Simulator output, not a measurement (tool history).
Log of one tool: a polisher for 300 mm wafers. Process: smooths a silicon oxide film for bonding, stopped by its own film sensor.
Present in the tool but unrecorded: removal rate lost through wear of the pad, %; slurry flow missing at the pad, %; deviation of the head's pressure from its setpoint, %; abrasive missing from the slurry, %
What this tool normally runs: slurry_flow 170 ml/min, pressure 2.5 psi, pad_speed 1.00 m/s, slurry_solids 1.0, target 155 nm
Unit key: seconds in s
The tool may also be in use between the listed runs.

run,hour,slurry_flow,pressure,pad_speed,slurry_solids,target,wafers since the last listed run,wafers polished on this pad,hours since the slurry nozzle was cleaned,hours since the head pressure was calibrated,hours since the slurry blender was calibrated,"incoming thickness of the incoming film, nm",seconds
1,0.0,135,2.5,1.00,1.0,155,0,632,268.4,967.9,67.0,187.9,38.5
2,16.0,135,2.5,1.00,1.0,155,158,790,284.4,983.9,83.0,190.6,43.0
3,46.1,135,2.5,1.00,1.0,155,298,1089,314.5,1014.0,113.1,192.2,44.7
# hour 78.4: worn pad replaced by a new one
4,81.2,170,1.8,1.00,1.0,155,308,27,349.6,1049.1,148.2,190.5,48.0
5,108.7,170,2.5,1.00,1.0,155,272,300,377.1,1076.6,175.7,192.9,41.5
6,126.8,145,2.5,1.00,1.0,155,179,479,395.2,1094.7,193.8,192.9,42.9
7,150.5,145,2.5,1.00,1.0,155,235,715,418.9,1118.4,217.5,191.8,44.1
8,177.6,150,2.5,1.00,1.0,155,268,984,446.0,1145.5,244.6,190.7,42.7
9,192.1,150,2.5,1.00,1.0,155,143,1127,460.5,1160.0,259.1,189.7,41.4
10,213.0,150,2.5,1.00,1.0,155,207,1335,481.4,1180.9,280.0,186.7,37.6
# hour 238.8: worn pad replaced by a new one
# hour 271.4: head pressure recalibrated
# hour 274.1: slurry blender recalibrated
11,295.5,140,2.5,1.00,1.0,155,739,522,563.9,24.1,21.4,191.9,48.0
12,315.2,170,2.5,1.24,1.0,155,195,718,583.6,43.8,41.1,190.4,39.3
13,344.6,125,2.5,1.00,1.0,163,291,1010,613.0,73.2,70.5,190.2,36.3
# hour 360.9: worn pad replaced by a new one, repeated, since the last time left the tool worse
14,364.5,125,2.5,1.00,1.0,163,157,35,632.9,93.1,90.4,191.3,32.4
15,386.7,125,2.5,1.00,1.0,163,220,256,655.1,115.3,112.6,189.7,31.1
16,399.6,170,2.5,1.00,1.0,155,128,384,668.0,128.2,125.5,188.3,38.1
17,412.3,170,2.5,1.00,1.0,155,126,510,680.7,140.9,138.2,187.9,37.7
18,433.8,210,2.0,1.00,1.0,167,213,723,702.2,162.4,159.7,191.1,31.7
19,463.4,150,3.3,1.00,1.0,155,293,1017,731.8,192.0,189.3,188.8,33.1
20,482.2,170,2.5,1.00,1.0,155,186,1203,750.6,210.8,208.1,192.7,44.2
# hour 492.3: slurry nozzle cleaned
21,509.9,170,2.5,1.16,1.0,155,264,1468,17.6,238.5,235.8,185.8,33.5
# hour 527.7: worn pad replaced by a new one
22,540.7,170,2.5,1.00,1.2,155,265,128,48.4,269.3,266.6,189.2,35.1
23,565.4,125,2.5,1.00,1.0,163,245,374,73.1,294.0,291.3,189.4,31.0
24,598.0,130,2.5,1.00,1.0,145,323,697,105.7,326.6,323.9,190.5,55.7
25,612.9,170,2.5,1.00,1.0,144,147,845,120.6,341.5,338.8,188.6,50.8
26,633.6,125,2.5,1.00,1.0,163,205,1050,141.3,362.2,359.5,190.3,34.1
27,657.1,170,2.5,0.64,1.0,155,233,1284,164.8,385.7,383.0,189.5,50.9
# hour 673.3: slurry blender recalibrated
# hour 681.4: worn pad replaced by a new one
28,721.7,210,1.8,0.90,1.0,155,581,399,229.4,450.3,48.4,189.4,51.1
29,743.5,125,2.5,1.00,1.0,163,216,616,251.2,472.1,70.2,187.9,30.1
30,760.1,170,2.5,1.00,0.8,151,164,780,267.8,488.7,86.8,190.1,49.5

Each row is a separate what-if for the run after 30, all from the same tool condition, not one after another. Results?
A,760.5,170,2.5,1.00,1.0,147,3,784,268.2,489.1,87.2,190.1,?
B,760.5,170,2.5,0.86,1.0,155,3,784,268.2,489.1,87.2,190.1,?
C,760.5,220,2.2,1.00,1.0,155,3,784,268.2,489.1,87.2,190.1,?

run,seconds
A,48.7
B,43.0
C,42.0
With no hidden state in the tool, these same runs would have given:
run,seconds
A,46.1
B,40.7
C,39.8
